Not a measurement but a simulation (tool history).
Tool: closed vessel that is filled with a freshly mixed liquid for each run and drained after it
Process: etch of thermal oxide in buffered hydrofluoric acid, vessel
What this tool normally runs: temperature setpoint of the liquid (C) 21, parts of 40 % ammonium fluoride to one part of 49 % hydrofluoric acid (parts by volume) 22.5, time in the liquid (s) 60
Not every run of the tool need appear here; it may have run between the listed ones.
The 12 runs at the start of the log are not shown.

run    hour  temperature setpoint of the liquid (C)  parts of 40 % ammonium fluoride to one part of 49 % hydrofluoric acid (parts by volume)  time in the liquid (s)  wafers since the last listed run  hours since the thermometer was replaced  hours since the hydrofluoric acid flow meter was replaced  hours since the gauge calibration  read-back film thickness of the thermal oxide reference wafer, read on the same gauge (nm)  thickness taken off the thermal oxide on a monitor wafer (angstrom)
 13  1127.8                                      21                                                                                     29.5                      60                              6491                                     979.1                                                     1758.5                              501.5                                                                                      109.98                                                                201.3
 14  1189.6                                      21                                                                                     22.5                      60                              7640                                    1040.9                                                     1820.3                              563.3                                                                                      109.98                                                                243.4
     1237.7  -- hydrofluoric acid flow meter replaced
 15  1258.4                                      17                                                                                       26                      75                              8382                                    1109.7                                                       20.7                              632.1                                                                                      110.01                                                                220.2
 16  1309.2                                      21                                                                                     22.5                      90                              6280                                    1160.5                                                       71.5                              682.9                                                                                      110.04                                                                367.3
 17  1411.8                                    17.5                                                                                       27                      95                             12685                                    1263.1                                                      174.1                              785.5                                                                                      110.03                                                                280.9
 18    1485                                      21                                                                                     15.5                      90                              9050                                    1336.3                                                      247.3                              858.7                                                                                      110.04                                                                510.8
 19  1570.1                                      17                                                                                       26                      35                             10521                                    1421.4                                                      332.4                              943.8                                                                                         110                                                                102.7
 20  1609.3                                      24                                                                                       30                      30                              4846                                    1460.6                                                      371.6                                983                                                                                      110.02                                                                118.9
 21  1705.6                                      21                                                                                     22.5                      60                             11906                                    1556.9                                                      467.9                             1079.3                                                                                         110                                                                246.5
 22  1810.5                                      21                                                                                     22.5                      60                             12969                                    1661.8                                                      572.8                             1184.2                                                                                      110.02                                                                245.5
 23  1848.6                                    17.5                                                                                       27                      30                              4710                                    1699.9                                                      610.9                             1222.3                                                                                      109.98                                                                 89.5
 24  1916.7                                      21                                                                                     22.5                      60                              8419                                      1768                                                        679                             1290.4                                                                                      109.98                                                                247.2
 25  1998.8                                      21                                                                                       19                      60                             10150                                    1850.1                                                      761.1                             1372.5                                                                                         110                                                                279.6
     2012.5  -- thermometer replaced
 26  2077.9                                      21                                                                                     22.5                      60                              9656                                      65.4                                                      840.2                             1451.6                                                                                      110.03                                                                241.4
 27  2179.4                                    19.5                                                                                     19.5                      35                             12549                                     166.9                                                      941.7                             1553.1                                                                                      109.98                                                                  144
 28  2251.5                                      21                                                                                     22.5                      60                              8914                                       239                                                     1013.8                             1625.2                                                                                      110.02                                                                241.4
 29    2326                                      24                                                                                     14.5                      40                              9211                                     313.5                                                     1088.3                             1699.7                                                                                      109.94                                                                282.9
 30  2376.6                                      17                                                                                       25                      35                              6256                                     364.1                                                     1138.9                             1750.3                                                                                      109.98                                                                104.4
 31  2428.6                                      21                                                                                     22.5                      60                              6429                                     416.1                                                     1190.9                             1802.3                                                                                      110.01                                                                243.1
 32  2509.1                                      17                                                                                     22.5                      60                              9953                                     496.6                                                     1271.4                             1882.8                                                                                      110.01                                                                193.2

Each row is a separate what-if for the run after 32, all from the same tool condition, not one after another. Results?
  A  2509.8                                      21                                                                                       18                      60                                86                                     497.3                                                     1272.1                             1883.5                                                                                           ?                                                                    ?
  B  2509.8                                      24                                                                                     22.5                      60                                86                                     497.3                                                     1272.1                             1883.5                                                                                           ?                                                                    ?
  C  2509.8                                      24                                                                                     22.5                      75                                86                                     497.3                                                     1272.1                             1883.5                                                                                           ?                                                                    ?
  D  2509.8                                    17.5                                                                                       26                      30                                86                                     497.3                                                     1272.1                             1883.5                                                                                           ?                                                                    ?
  E  2509.8                                      21                                                                                       30                      60                                86                                     497.3                                                     1272.1                             1883.5                                                                                           ?                                                                    ?

run  read-back film thickness of the thermal oxide reference wafer, read on the same gauge (nm)  thickness taken off the thermal oxide on a monitor wafer (angstrom)
  A                                                                                      110.01                                                                292.9
  B                                                                                      110.01                                                                287.2
  C                                                                                      110.01                                                                  359
  D                                                                                      110.01                                                                 90.4
  E                                                                                      110.01                                                                199.5
Stripped of hidden state, with their random variation kept, the same runs would have yielded:
run  thickness taken off the thermal oxide on a monitor wafer (angstrom)
  A                                                                  290
  B                                                                284.4
  C                                                                355.5
  D                                                                 89.4
  E                                                                197.5
